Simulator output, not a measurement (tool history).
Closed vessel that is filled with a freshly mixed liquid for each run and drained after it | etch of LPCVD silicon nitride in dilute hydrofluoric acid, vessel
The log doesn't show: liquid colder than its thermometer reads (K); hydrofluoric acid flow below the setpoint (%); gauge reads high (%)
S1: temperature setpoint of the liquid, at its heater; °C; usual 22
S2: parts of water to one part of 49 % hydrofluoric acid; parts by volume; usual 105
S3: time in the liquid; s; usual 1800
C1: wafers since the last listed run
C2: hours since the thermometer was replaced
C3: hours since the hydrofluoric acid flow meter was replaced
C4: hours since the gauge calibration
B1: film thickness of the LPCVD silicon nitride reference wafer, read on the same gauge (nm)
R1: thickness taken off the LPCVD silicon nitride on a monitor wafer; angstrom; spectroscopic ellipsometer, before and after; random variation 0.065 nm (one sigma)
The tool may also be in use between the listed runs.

run	hour	S1	S2	S3	C1	C2	C3	C4	B1	R1
1	0	22	105	1800	0	791.4	210.6	1842.5	40	85.5
2	37.1	22	105	1800	1205	828.5	247.7	1879.6	39.98	85.4
# hour 69.8: gauge calibrated
3	92.3	22	105	2210	1792	883.7	302.9	22.5	39.97	104.4
4	195.7	22	105	2210	3358	987.1	406.3	125.9	40.02	104.8
5	295.2	22	105	1800	3231	1086.6	505.8	225.4	40.01	84.4
6	365.7	22	105	1800	2289	1157.1	576.3	295.9	40.02	85.3
7	527.2	22	105	1800	5245	1318.6	737.8	457.4	40	86.3
8	597.8	22	105	1800	2293	1389.2	808.4	528	40.02	85.2
9	653	22	105	1800	1792	1444.4	863.6	583.2	39.99	85.3
10	696.6	19.5	105	1800	1416	1488	907.2	626.8	39.98	71.8
11	748.9	19.5	105	1800	1698	1540.3	959.5	679.1	39.98	72.3
12	858.9	19.5	105	1800	3572	1650.3	1069.5	789.1	40.01	71.5
# hour 998.8: hydrofluoric acid flow meter replaced
13	1119	22	65	1800	8415	1910.4	120.2	1049.2	39.98	133.9
14	1211.5	22	65	1800	3004	2002.9	212.7	1141.7	39.99	135.5
# hour 1250.7: thermometer replaced
15	1304.1	22	65	1800	2975	53.4	305.3	1234.3	40.05	135.8
16	1356.8	22	55	1800	1711	106.1	358	1287	39.97	162
17	1430.6	22	105	1800	2397	179.9	431.8	1360.8	40.05	84.6
18	1508	22	105	1800	2513	257.3	509.2	1438.2	40.01	84.9
19	1578.6	22	105	1800	2293	327.9	579.8	1508.8	40	85.6
20	1669.3	22	105	1800	2945	418.6	670.5	1599.5	39.99	85.2
21	1763.1	22	150	2145	3046	512.4	764.3	1693.3	40.04	72
22	1827.6	20.5	105	1800	2094	576.9	828.8	1757.8	40	76.9
# hour 1834.8: gauge calibrated
23	1874.4	26.5	105	2550	1520	623.7	875.6	39.6	39.98	161.6
# hour 1924.5: hydrofluoric acid flow meter replaced
24	1977.6	24.5	85	1800	3319	726.9	53.1	142.8	40.01	122.8
25	2022.8	22	90	1800	1468	772.1	98.3	188	40.01	98.1
26	2162.2	20.5	105	2260	4527	911.5	237.7	327.4	40	97.5
27	2200.3	25	130	1800	1237	949.6	275.8	365.5	39.98	84.5
28	2279.2	27	85	2185	2562	1028.5	354.7	444.4	40.02	179.1
29	2427.8	25.5	105	1260	4826	1177.1	503.3	593	40.02	75.4
30	2548.7	19	130	2835	3926	1298	624.2	713.9	39.96	87.9
31	2613.9	22	120	1800	2117	1363.2	689.4	779.1	39.97	74.7
32	2678	26.5	60	2530	2081	1427.3	753.5	843.2	40	281.1
33	2746.9	22	105	1800	2237	1496.2	822.4	912.1	40.01	84.8

Forecast each of these 3 alternatives for the next run:
A	2748.1	22	155	1800	38	1497.4	823.6	913.3	?	?
B	2748.1	22	105	2470	38	1497.4	823.6	913.3	?	?
C	2748.1	18	80	2475	38	1497.4	823.6	913.3	?	?

run	B1	R1
A	40.01	58.5
B	40.01	117.7
C	40.01	117
Without the tool's hidden state the same runs would have given:
run	R1
A	58.5
B	117.7
C	117
